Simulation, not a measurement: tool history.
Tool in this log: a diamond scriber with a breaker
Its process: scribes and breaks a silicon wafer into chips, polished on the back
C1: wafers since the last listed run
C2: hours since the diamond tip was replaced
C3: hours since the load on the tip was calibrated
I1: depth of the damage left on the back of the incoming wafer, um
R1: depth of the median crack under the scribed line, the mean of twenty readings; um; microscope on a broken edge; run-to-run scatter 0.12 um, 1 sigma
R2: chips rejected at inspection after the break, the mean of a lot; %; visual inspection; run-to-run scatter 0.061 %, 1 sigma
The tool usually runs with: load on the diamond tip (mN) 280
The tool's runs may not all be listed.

run 1 hour=0 | load_on_the_diamond_tip_(mN)=308 | C1=0 C2=1099.9 C3=449.5 | I1=0.01 | R1=12.4 R2=4.1
run 2 hour=15.1 | load_on_the_diamond_tip_(mN)=308 | C1=19 C2=1115 C3=464.6 | I1=0.02 | R1=12.34 R2=3.92
run 3 hour=24.1 | load_on_the_diamond_tip_(mN)=308 | C1=11 C2=1124 C3=473.6 | I1=0.05 | R1=12.38 R2=3.67
run 4 hour=38.7 | load_on_the_diamond_tip_(mN)=280 | C1=18 C2=1138.6 C3=488.2 | I1=0.02 | R1=11.65 R2=6.72
run 5 hour=46.4 | load_on_the_diamond_tip_(mN)=280 | C1=9 C2=1146.3 C3=495.9 | I1=0.03 | R1=11.55 R2=7.84
run 6 hour=63.8 | load_on_the_diamond_tip_(mN)=280 | C1=22 C2=1163.7 C3=513.3 | I1=0.02 | R1=11.54 R2=7.58
run 7 hour=115.6 | load_on_the_diamond_tip_(mN)=280 | C1=65 C2=1215.5 C3=565.1 | I1=0.02 | R1=11.08 R2=8.47
run 8 hour=123.4 | load_on_the_diamond_tip_(mN)=280 | C1=9 C2=1223.3 C3=572.9 | I1=0.03 | R1=11.18 R2=7.97
-- hour=137.2 load on the tip recalibrated
run 9 hour=137.7 | load_on_the_diamond_tip_(mN)=280 | C1=15 C2=1237.6 C3=0.5 | I1=0.03 | R1=11.19 R2=8.93
run 10 hour=142 | load_on_the_diamond_tip_(mN)=217 | C1=5 C2=1241.9 C3=4.8 | I1=0.05 | R1=9.47 R2=20.29
run 11 hour=158.3 | load_on_the_diamond_tip_(mN)=280 | C1=20 C2=1258.2 C3=21.1 | I1=0.05 | R1=10.9 R2=9.54
run 12 hour=200.5 | load_on_the_diamond_tip_(mN)=280 | C1=53 C2=1300.4 C3=63.3 | I1=0.05 | R1=10.88 R2=10.2
run 13 hour=207.1 | load_on_the_diamond_tip_(mN)=280 | C1=8 C2=1307 C3=69.9 | I1=0.01 | R1=10.82 R2=10.94
-- hour=209.6 diamond tip replaced by a new one
run 14 hour=220 | load_on_the_diamond_tip_(mN)=340 | C1=13 C2=10.4 C3=82.8 | I1=0.02 | R1=15.72 R2=2.84
run 15 hour=227.9 | load_on_the_diamond_tip_(mN)=280 | C1=9 C2=18.3 C3=90.7 | I1=0.02 | R1=14 R2=1.24
run 16 hour=238.6 | load_on_the_diamond_tip_(mN)=226 | C1=13 C2=29 C3=101.4 | I1=0.03 | R1=12.31 R2=3.76
run 17 hour=245.4 | load_on_the_diamond_tip_(mN)=249 | C1=8 C2=35.8 C3=108.2 | I1=0.03 | R1=12.99 R2=2.09
run 18 hour=262.3 | load_on_the_diamond_tip_(mN)=280 | C1=21 C2=52.7 C3=125.1 | I1=0.03 | R1=13.96 R2=1.3
run 19 hour=269.7 | load_on_the_diamond_tip_(mN)=280 | C1=9 C2=60.1 C3=132.5 | I1=0.01 | R1=14.18 R2=1.35
run 20 hour=286.9 | load_on_the_diamond_tip_(mN)=207 | C1=21 C2=77.3 C3=149.7 | I1=0.02 | R1=11.85 R2=6.55
run 21 hour=298.2 | load_on_the_diamond_tip_(mN)=280 | C1=14 C2=88.6 C3=161 | I1=0.05 | R1=14.04 R2=1.26
run 22 hour=304.2 | load_on_the_diamond_tip_(mN)=348 | C1=7 C2=94.6 C3=167 | I1=0.05 | R1=16 R2=3.17
run 23 hour=314.5 | load_on_the_diamond_tip_(mN)=321 | C1=13 C2=104.9 C3=177.3 | I1=0.05 | R1=15.45 R2=1.79
run 24 hour=326.7 | load_on_the_diamond_tip_(mN)=344 | C1=15 C2=117.1 C3=189.5 | I1=0.04 | R1=16.04 R2=2.98
run 25 hour=356.1 | load_on_the_diamond_tip_(mN)=231 | C1=37 C2=146.5 C3=218.9 | I1=0.04 | R1=12.44 R2=3.47
run 26 hour=365.7 | load_on_the_diamond_tip_(mN)=280 | C1=12 C2=156.1 C3=228.5 | I1=0.03 | R1=13.9 R2=1.29
run 27 hour=382.6 | load_on_the_diamond_tip_(mN)=331 | C1=21 C2=173 C3=245.4 | I1=0.04 | R1=15.73 R2=2.11
run 28 hour=397.1 | load_on_the_diamond_tip_(mN)=280 | C1=18 C2=187.5 C3=259.9 | I1=0.04 | R1=13.99 R2=1.29
run 29 hour=405.2 | load_on_the_diamond_tip_(mN)=335 | C1=10 C2=195.6 C3=268 | I1=0.04 | R1=15.49 R2=2.38

For each entry between runs, how does the tool's hidden state at the last listed run before it compare with that at the first listed run after it?
Between runs 8 and 9: load on the tip recalibrated (hour 137.2)
  share of the diamond tip's cutting effectiveness lost through wear, %: 30.4 -> 31.1
  difference, measured minus the result without the unlogged condition, R1: -3.06 -> -3.15 um; R2: +6.89 -> +7.77 %
Between runs 13 and 14: diamond tip replaced by a new one (hour 209.6)
  share of the diamond tip's cutting effectiveness lost through wear, %: 34.3 -> 2.2
  difference, measured minus the result without the unlogged condition, R1: -3.49 -> -0.23 um; R2: +9.78 -> -0.47 %

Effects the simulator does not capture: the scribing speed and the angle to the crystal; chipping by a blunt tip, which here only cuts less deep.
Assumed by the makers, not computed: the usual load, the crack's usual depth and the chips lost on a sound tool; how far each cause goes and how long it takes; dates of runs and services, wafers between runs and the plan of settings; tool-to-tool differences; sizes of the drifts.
